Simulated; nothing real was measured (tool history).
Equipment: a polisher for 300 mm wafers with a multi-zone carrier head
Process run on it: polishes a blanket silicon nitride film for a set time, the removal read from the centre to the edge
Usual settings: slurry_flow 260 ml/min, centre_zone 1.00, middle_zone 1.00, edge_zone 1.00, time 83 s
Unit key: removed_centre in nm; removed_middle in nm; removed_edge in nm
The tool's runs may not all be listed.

run,hour,slurry_flow,centre_zone,middle_zone,edge_zone,time,wafers since the last listed run,wafers polished on this pad,hours since the slurry nozzle was cleaned,hours since the centre zone pressure was calibrated,hours since the edge zone pressure was calibrated,hours since the carrier head's membrane was replaced,"incoming thickness of the incoming film, nm",removed_centre,removed_middle,removed_edge
1,0.0,260,1.00,1.00,1.00,70,0,747,230.4,409.7,284.5,228.9,381.3,61.7,65.7,67.5
2,48.7,180,1.00,1.05,1.10,83,450,1198,279.1,458.4,333.2,277.6,379.9,66.5,76.0,79.2
3,95.9,290,0.89,0.94,0.88,83,437,1635,326.3,505.6,380.4,324.8,384.0,64.3,73.8,77.3
# hour 101.9: centre zone pressure recalibrated
4,121.0,260,1.05,1.00,1.00,83,213,1849,351.4,19.1,405.5,349.9,383.1,79.0,77.3,78.3
5,191.8,315,1.00,1.10,1.05,83,655,2505,422.2,89.9,476.3,420.7,381.9,74.1,84.2,80.1
# hour 240.8: edge zone pressure recalibrated
6,261.5,260,1.00,1.00,1.00,83,626,3132,491.9,159.6,20.7,490.4,381.4,69.4,75.1,77.0
7,287.2,330,1.00,1.00,1.07,83,237,3370,517.6,185.3,46.4,516.1,379.3,73.1,75.5,80.7
8,311.3,260,1.00,1.00,1.00,83,223,3593,541.7,209.4,70.5,540.2,380.5,70.2,73.2,76.1
# hour 339.6: carrier head's membrane replaced by a new one
9,368.7,220,1.00,1.00,1.00,98,485,4078,599.1,266.8,127.9,29.1,383.6,77.3,85.6,90.9
10,425.0,260,0.92,1.00,1.00,70,521,4599,655.4,323.1,184.2,85.4,380.7,52.7,61.6,63.6
# hour 437.8: worn pad replaced by a new one
# hour 463.7: slurry nozzle cleaned
11,496.7,180,1.08,0.90,0.93,83,617,536,33.0,394.8,255.9,157.1,381.6,71.5,67.6,76.3
12,533.5,260,0.96,1.00,1.00,83,340,876,69.8,431.6,292.7,193.9,384.3,67.9,79.8,80.1
# hour 544.8: centre zone pressure recalibrated
13,588.3,260,1.00,1.00,0.95,83,488,1365,124.6,43.5,347.5,248.7,377.6,75.1,78.2,78.1
# hour 689.8: edge zone pressure recalibrated
14,774.9,330,1.00,1.00,1.00,83,1709,3074,311.2,230.1,85.1,435.3,378.2,71.1,76.4,80.8
15,841.6,260,1.00,0.93,1.00,83,617,3692,377.9,296.8,151.8,502.0,380.3,68.3,69.5,76.5
16,895.9,335,1.10,1.00,0.94,83,502,4195,432.2,351.1,206.1,556.3,382.0,75.5,77.7,78.0
# hour 910.8: worn pad replaced by a new one
17,922.3,345,1.11,0.91,1.00,103,207,106,458.6,377.5,232.5,582.7,384.1,99.3,93.2,103.4
18,947.6,260,1.00,1.00,1.00,83,234,341,483.9,402.8,257.8,608.0,382.3,69.6,80.5,80.2
19,979.1,260,1.00,1.00,0.91,83,291,632,515.4,434.3,289.3,639.5,381.0,70.1,77.6,77.6
20,1003.7,260,1.00,0.91,1.05,83,227,860,540.0,458.9,313.9,664.1,378.2,68.9,71.6,80.4
# hour 1027.1: carrier head's membrane replaced by a new one
21,1037.8,260,1.00,1.00,1.00,83,269,1129,574.1,493.0,348.0,10.7,382.9,68.3,78.1,79.9
22,1066.8,300,1.00,1.09,1.00,83,268,1398,603.1,522.0,377.0,39.7,380.4,70.4,84.7,80.9
# hour 1084.8: centre zone pressure recalibrated
23,1138.7,260,1.00,1.00,1.00,83,647,2045,675.0,53.9,448.9,111.6,378.4,75.2,77.6,78.8

3 ways to go on from here, each from the tool as it stands after run 23. What would each give?
A,1139.1,260,1.00,1.00,1.00,83,3,2049,675.4,54.3,449.3,112.0,383.7,?,?,?
B,1139.1,310,1.00,1.00,0.95,83,3,2049,675.4,54.3,449.3,112.0,383.7,?,?,?
C,1139.1,200,0.94,1.00,1.07,99,3,2049,675.4,54.3,449.3,112.0,383.7,?,?,?

run,removed_centre,removed_middle,removed_edge
A,76.0,74.8,78.6
B,77.7,76.2,78.5
C,82.5,86.1,93.3
The same runs, with their run-to-run variation unchanged, on a tool lacking any hidden condition would have given:
run,removed_centre,removed_middle,removed_edge
A,80.7,77.3,81.2
B,82.4,78.7,81.1
C,87.5,88.9,96.4
